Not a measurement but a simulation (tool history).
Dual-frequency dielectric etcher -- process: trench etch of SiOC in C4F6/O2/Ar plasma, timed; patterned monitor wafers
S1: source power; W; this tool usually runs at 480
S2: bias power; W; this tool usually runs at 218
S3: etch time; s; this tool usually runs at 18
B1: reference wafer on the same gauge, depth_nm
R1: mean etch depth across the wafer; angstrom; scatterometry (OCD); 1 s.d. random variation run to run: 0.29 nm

run	hour	S1	S2	S3	B1	R1
1	0	480	218	15.5	43.69	374.3
2	61.6	480	218	15.5	43.61	373.8
3	163.2	480	231	18	43.68	445.7
# hour 181.7: source power generator calibrated
4	222.5	480	218	18	43.69	437
5	328.1	480	218	18	43.74	442.5
# hour 370.5: bias power generator calibrated
6	419.6	570	218	13.5	43.71	350.8
7	517.3	480	254	20	43.77	513.9
# hour 614.9: wet clean of the chamber
# hour 615: gauge calibrated
8	615.4	480	184	18	43.69	415
9	691.3	580	218	18	43.72	458.9
10	795.5	520	234	23.5	43.71	599.1
11	895	480	202	16	43.68	384.5
12	953.4	480	218	18	43.73	436.5
13	990.8	550	218	18	43.69	458
14	1089.1	540	256	16	43.7	431.5
15	1131.4	480	218	18	43.78	439.8
16	1203.4	480	218	18	43.65	439.6
17	1250.1	570	204	19.5	43.71	496.2
# hour 1359.6: wet clean of the chamber
18	1360.1	480	218	18	43.67	434.6
19	1383.7	570	218	20	43.77	517
20	1448.5	540	186	13.5	43.72	324.7
21	1507.5	480	218	18	43.73	435.8
22	1558.7	440	218	18	43.68	423
23	1650	480	218	18	43.71	435.3
24	1688.3	480	218	18	43.65	437
25	1766.6	450	194	20	43.67	460.2
26	1838.2	480	218	18	43.68	444
27	1902.9	480	190	16	43.72	380.2
# hour 2080: source power generator calibrated
# hour 2087.6: wet clean of the chamber
28	2132.4	480	272	22	43.71	575.5

Forecast each of these 5 alternatives for the next run:
A	2132.8	480	218	18	?	?
B	2132.8	480	189	18	?	?
C	2132.8	440	184	18	?	?
D	2132.8	600	182	20	?	?
E	2132.8	540	165	18	?	?

run	B1	R1
A	43.75	436.6
B	43.75	418.5
C	43.75	402.6
D	43.75	498.8
E	43.75	420.2
Take away the tool's hidden state, keep each run's random variation, and the runs would have read:
run	R1
A	433.3
B	415.4
C	399.6
D	495.1
E	417.1
